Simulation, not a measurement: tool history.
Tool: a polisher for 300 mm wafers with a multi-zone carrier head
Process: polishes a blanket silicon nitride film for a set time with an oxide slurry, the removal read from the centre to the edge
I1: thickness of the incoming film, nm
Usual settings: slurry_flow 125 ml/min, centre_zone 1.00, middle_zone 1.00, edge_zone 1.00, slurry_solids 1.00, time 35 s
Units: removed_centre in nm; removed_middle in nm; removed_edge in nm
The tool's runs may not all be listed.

run 1 hour=0.0 | slurry_flow=125 centre_zone=1.00 middle_zone=1.00 edge_zone=1.00 slurry_solids=1.00 time=35 | I1=552.5 | removed_centre=13.7 removed_middle=13.9 removed_edge=13.8
run 2 hour=66.3 | slurry_flow=125 centre_zone=1.00 middle_zone=1.00 edge_zone=1.00 slurry_solids=0.80 time=42 | I1=543.3 | removed_centre=15.0 removed_middle=15.8 removed_edge=15.5
run 3 hour=168.9 | slurry_flow=125 centre_zone=1.00 middle_zone=1.00 edge_zone=1.00 slurry_solids=0.80 time=42 | I1=555.4 | removed_centre=15.2 removed_middle=15.7 removed_edge=15.2
-- hour=196.0 edge zone pressure recalibrated
-- hour=200.3 worn pad replaced by a new one
-- hour=203.2 carrier head's membrane replaced by a new one
run 4 hour=221.7 | slurry_flow=125 centre_zone=1.00 middle_zone=1.00 edge_zone=1.00 slurry_solids=0.80 time=42 | I1=548.5 | removed_centre=15.3 removed_middle=15.6 removed_edge=15.6
-- hour=247.1 slurry nozzle cleaned
run 5 hour=300.4 | slurry_flow=125 centre_zone=1.00 middle_zone=1.00 edge_zone=1.00 slurry_solids=1.00 time=35 | I1=545.7 | removed_centre=14.0 removed_middle=14.3 removed_edge=13.8
run 6 hour=384.5 | slurry_flow=125 centre_zone=1.00 middle_zone=1.00 edge_zone=1.00 slurry_solids=1.00 time=35 | I1=553.1 | removed_centre=13.9 removed_middle=14.6 removed_edge=13.8
run 7 hour=430.4 | slurry_flow=90 centre_zone=1.00 middle_zone=1.00 edge_zone=1.00 slurry_solids=1.20 time=35 | I1=548.8 | removed_centre=14.0 removed_middle=14.5 removed_edge=14.0
run 8 hour=496.1 | slurry_flow=125 centre_zone=1.11 middle_zone=1.06 edge_zone=1.00 slurry_solids=1.00 time=35 | I1=546.1 | removed_centre=15.7 removed_middle=14.9 removed_edge=13.7
-- hour=545.5 worn pad replaced by a new one
run 9 hour=567.0 | slurry_flow=125 centre_zone=1.00 middle_zone=1.00 edge_zone=1.00 slurry_solids=1.00 time=35 | I1=542.9 | removed_centre=14.3 removed_middle=14.3 removed_edge=13.5
run 10 hour=650.9 | slurry_flow=125 centre_zone=1.00 middle_zone=1.00 edge_zone=1.06 slurry_solids=1.00 time=35 | I1=551.3 | removed_centre=14.6 removed_middle=14.0 removed_edge=14.2
run 11 hour=739.5 | slurry_flow=125 centre_zone=0.91 middle_zone=1.07 edge_zone=1.00 slurry_solids=1.00 time=31 | I1=552.1 | removed_centre=11.8 removed_middle=13.1 removed_edge=12.3
-- hour=825.0 centre zone pressure recalibrated
-- hour=832.0 slurry nozzle cleaned
run 12 hour=841.8 | slurry_flow=90 centre_zone=1.00 middle_zone=1.00 edge_zone=1.00 slurry_solids=1.00 time=35 | I1=553.8 | removed_centre=13.0 removed_middle=13.4 removed_edge=13.4
run 13 hour=897.0 | slurry_flow=125 centre_zone=1.00 middle_zone=0.90 edge_zone=1.00 slurry_solids=1.00 time=35 | I1=549.6 | removed_centre=13.7 removed_middle=13.2 removed_edge=14.0
-- hour=936.4 worn pad replaced by a new one
run 14 hour=958.9 | slurry_flow=145 centre_zone=1.08 middle_zone=1.00 edge_zone=1.00 slurry_solids=0.85 time=35 | I1=553.8 | removed_centre=14.5 removed_middle=13.5 removed_edge=13.1

The next listed run, before its measurement:
run 15 hour=1009.1 | slurry_flow=125 centre_zone=1.00 middle_zone=1.00 edge_zone=1.00 slurry_solids=1.00 time=35 | I1=553.4 | removed_centre=? removed_middle=? removed_edge=?

Run 15 gave removed_centre 13.8 nm, removed_middle 14.1 nm, removed_edge 13.9 nm.
Without the tool's hidden state the same run would have given removed_centre 13.6 nm, removed_middle 14.1 nm, removed_edge 13.9 nm.

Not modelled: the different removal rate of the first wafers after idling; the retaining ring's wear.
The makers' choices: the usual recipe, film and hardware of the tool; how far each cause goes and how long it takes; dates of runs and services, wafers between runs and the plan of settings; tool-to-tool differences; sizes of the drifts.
